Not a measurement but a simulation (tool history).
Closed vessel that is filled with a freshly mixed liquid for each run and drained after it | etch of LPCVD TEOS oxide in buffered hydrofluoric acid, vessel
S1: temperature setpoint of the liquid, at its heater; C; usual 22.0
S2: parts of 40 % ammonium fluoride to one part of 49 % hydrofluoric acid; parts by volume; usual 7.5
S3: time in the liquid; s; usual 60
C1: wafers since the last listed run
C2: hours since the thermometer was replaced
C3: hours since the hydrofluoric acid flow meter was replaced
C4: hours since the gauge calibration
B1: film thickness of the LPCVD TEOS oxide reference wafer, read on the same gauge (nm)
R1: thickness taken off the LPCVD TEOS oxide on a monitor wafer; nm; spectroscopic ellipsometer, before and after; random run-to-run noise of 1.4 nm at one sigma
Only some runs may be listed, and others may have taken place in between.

run    hour    S1   S2  S3    C1      C2      C3      C4     B1      R1
  1     0.0  18.5  5.5  60     0  1814.4   171.1   872.2  39.99  168.44
  2    86.0  18.5  5.5  60  7260  1900.4   257.1   958.2  39.99  166.60
  3   160.5  22.0  7.5  70  6290  1974.9   331.6  1032.7  40.00  176.35
  4   198.8  22.0  7.5  60  3233  2013.2   369.9  1071.0  40.00  151.30
  5   255.1  22.0  7.5  60  4753  2069.5   426.2  1127.3  39.99  149.78
  6   362.2  22.0  7.5  40  9042  2176.6   533.3  1234.4  39.97   98.38
      397.9  -- gauge calibrated
  7   452.7  22.0  7.5  40  7640  2267.1   623.8    54.8  40.01  100.71
  8   553.5  22.0  7.5  40  8510  2367.9   724.6   155.6  40.00   99.69
  9   652.6  22.0  6.5  60  8366  2467.0   823.7   254.7  40.03  173.00
      667.2  -- thermometer replaced
 10   748.6  22.0  6.5  60  8020    81.4   919.7   350.7  39.99  179.82
 11   799.5  22.0  6.5  60  4297   132.3   970.6   401.6  39.98  181.70
 12   838.5  22.0  7.5  60  3292   171.3  1009.6   440.6  40.01  156.98
 13   878.8  22.0  7.5  60  3402   211.6  1049.9   480.9  39.99  155.79
 14   974.7  22.0  7.5  60  8096   307.5  1145.8   576.8  40.03  155.49
 15  1022.8  22.0  7.5  45  4061   355.6  1193.9   624.9  39.99  117.52
 16  1066.2  22.0  8.5  60  3664   399.0  1237.3   668.3  39.98  136.20
 17  1125.1  22.0  7.5  75  4972   457.9  1296.2   727.2  40.00  195.47
 18  1207.4  20.0  7.5  80  6948   540.2  1378.5   809.5  40.00  186.00
 19  1284.2  22.0  5.5  90  6484   617.0  1455.3   886.3  39.97  307.67
     1346.1  -- hydrofluoric acid flow meter replaced
 20  1353.0  22.0  7.5  40  5724   685.8     6.9   955.1  40.02  102.39
 21  1413.8  22.0  7.5  60  5133   746.6    67.7  1015.9  40.03  154.79
 22  1471.0  19.0  5.5  60  4829   803.8   124.9  1073.1  40.00  172.98
 23  1514.3  20.0  7.5  60  3655   847.1   168.2  1116.4  40.00  137.96
 24  1591.4  22.0  7.5  45  6509   924.2   245.3  1193.5  39.98  115.17
 25  1660.5  25.5  5.0  85  5834   993.3   314.4  1262.6  40.00  379.21
 26  1708.1  20.0  6.0  50  4018  1040.9   362.0  1310.2  40.01  143.59
 27  1758.1  25.5  9.0  60  4221  1090.9   412.0  1360.2  40.00  154.53
 28  1801.5  22.0  7.5  60  3664  1134.3   455.4  1403.6  40.01  152.91
     1815.4  -- gauge calibrated
 29  1843.5  22.0  7.5  60  3546  1176.3   497.4    28.1  40.02  155.11
 30  1932.4  22.0  6.5  75  7505  1265.2   586.3   117.0  40.00  219.06
 31  2006.2  24.5  5.0  85  6230  1339.0   660.1   190.8  40.00  362.64
 32  2077.7  20.0  6.0  60  6036  1410.5   731.6   262.3  39.99  169.22

Had the tool no unlogged condition, and each run kept its random variation, what would the results have been?
The hidden state here: liquid colder than its thermometer reads (K); hydrofluoric acid flow above the setpoint (%); gauge reads high (%).
run      R1
  1  176.04
  2  174.41
  3  184.75
  4  158.59
  5  157.17
  6  103.47
  7  106.09
  8  105.25
  9  182.94
 10  181.32
 11  183.41
 12  158.55
 13  157.52
 14  157.47
 15  119.15
 16  138.25
 17  198.63
 18  189.36
 19  313.67
 20  104.51
 21  158.16
 22  177.02
 23  141.32
 24  118.14
 25  389.15
 26  147.66
 27  158.94
 28  157.46
 29  159.89
 30  226.19
 31  374.85
 32  175.29
